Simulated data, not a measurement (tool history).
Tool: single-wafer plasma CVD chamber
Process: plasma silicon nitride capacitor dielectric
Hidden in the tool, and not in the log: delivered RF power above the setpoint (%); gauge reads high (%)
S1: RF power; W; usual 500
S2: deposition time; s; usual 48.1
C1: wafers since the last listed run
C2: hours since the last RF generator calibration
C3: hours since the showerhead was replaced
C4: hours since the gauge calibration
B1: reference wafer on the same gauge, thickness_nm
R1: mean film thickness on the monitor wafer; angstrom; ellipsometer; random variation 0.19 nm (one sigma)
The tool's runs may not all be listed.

Run 1, day 0.000: usual settings but S2 52.8 s; C1 0; C2 2087.9; C3 2511.0; C4 386.3; B1 83.295. Result: R1 799.07 angstrom.
Run 2, day 2.879: usual settings but S1 475 W; C1 1099; C2 2157.0; C3 2580.1; C4 455.4; B1 83.267. Result: R1 715.21 angstrom.
Run 3, day 4.529: usual settings but S1 475 W; C1 630; C2 2196.6; C3 2619.7; C4 495.0; B1 83.292. Result: R1 708.97 angstrom.
Run 4, day 7.421: usual settings but S1 545 W, S2 51.6 s; C1 1104; C2 2266.0; C3 2689.1; C4 564.4; B1 83.341. Result: R1 802.89 angstrom.
Run 5, day 8.750: usual settings but S1 555 W; C1 507; C2 2297.9; C3 2721.0; C4 596.3; B1 83.354. Result: R1 752.44 angstrom.
Run 6, day 10.283: usual settings but S1 555 W; C1 585; C2 2334.7; C3 2757.8; C4 633.1; B1 83.244. Result: R1 754.24 angstrom.
Run 7, day 12.167: usual settings but S1 555 W; C1 719; C2 2379.9; C3 2803.0; C4 678.3; B1 83.398. Result: R1 750.19 angstrom.
Run 8, day 13.654: usual settings; C1 568; C2 2415.6; C3 2838.7; C4 714.0; B1 83.303. Result: R1 721.83 angstrom.
Run 9, day 16.300: usual settings; C1 1010; C2 2479.1; C3 2902.2; C4 777.5; B1 83.239. Result: R1 719.33 angstrom.

Forecast run 10:
Run 10, day 19.175: usual settings but S1 440 W, S2 38.8 s; C1 1098; C2 2548.1; C3 2971.2; C4 846.5; B1 ?. Result: R1 ?.

{"run 10": {"B1": 83.259, "R1": 551.49}}
Without the tool's hidden state the same run would have given R1 570.71 angstrom.

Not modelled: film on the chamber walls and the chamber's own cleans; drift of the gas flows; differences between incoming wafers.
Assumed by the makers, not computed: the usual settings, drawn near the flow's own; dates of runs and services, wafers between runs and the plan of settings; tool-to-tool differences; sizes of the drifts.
